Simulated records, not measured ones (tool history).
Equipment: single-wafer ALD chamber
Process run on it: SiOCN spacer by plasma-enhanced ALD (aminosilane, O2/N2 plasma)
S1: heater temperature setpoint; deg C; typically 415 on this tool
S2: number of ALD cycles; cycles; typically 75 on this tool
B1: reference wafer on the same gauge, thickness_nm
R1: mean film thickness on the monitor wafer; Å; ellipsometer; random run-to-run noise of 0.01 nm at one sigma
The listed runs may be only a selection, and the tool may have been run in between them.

run 1 hour=0 | S1=415 S2=75 | B1=4.043 | R1=40.12
run 2 hour=17.7 | S1=415 S2=75 | B1=4.04 | R1=39.87
run 3 hour=26.9 | S1=415 S2=65 | B1=4.043 | R1=34.77
run 4 hour=34.6 | S1=415 S2=75 | B1=4.043 | R1=40.05
run 5 hour=51.2 | S1=415 S2=75 | B1=4.039 | R1=40.08
run 6 hour=61.5 | S1=415 S2=75 | B1=4.041 | R1=40.04
run 7 hour=68.3 | S1=415 S2=75 | B1=4.043 | R1=40.28
run 8 hour=82.3 | S1=415 S2=75 | B1=4.04 | R1=39.97
run 9 hour=96.4 | S1=415 S2=75 | B1=4.038 | R1=40.01
run 10 hour=108.1 | S1=415 S2=75 | B1=4.039 | R1=40.15
-- hour=115.7 gauge calibrated
run 11 hour=120.9 | S1=422 S2=64 | B1=4.039 | R1=33.31
run 12 hour=135.6 | S1=430 S2=62 | B1=4.041 | R1=31.66
run 13 hour=149 | S1=408 S2=80 | B1=4.041 | R1=43.46
-- hour=161.5 thermocouple changed; heater temperature recalibrated
run 14 hour=164.6 | S1=409 S2=63 | B1=4.04 | R1=34.22
run 15 hour=175.4 | S1=415 S2=75 | B1=4.042 | R1=40.17
run 16 hour=193 | S1=402 S2=67 | B1=4.04 | R1=36.94
run 17 hour=202.3 | S1=425 S2=88 | B1=4.04 | R1=45.37
run 18 hour=209.9 | S1=415 S2=75 | B1=4.042 | R1=39.98

Alternative continuations, all from the tool just after run 18; predict every row:
run A hour=210.4 | S1=415 S2=75 | B1=? | R1=?
run B hour=210.4 | S1=401 S2=89 | B1=? | R1=?
run C hour=210.4 | S1=401 S2=80 | B1=? | R1=?
run D hour=210.4 | S1=428 S2=87 | B1=? | R1=?

run=A B1=4.042 R1=40.05
run=B B1=4.042 R1=49.45
run=C B1=4.042 R1=44.45
run=D B1=4.042 R1=44.71
Without the tool's hidden state the same runs would have given:
run=A R1=40.05
run=B R1=49.45
run=C R1=44.45
run=D R1=44.71
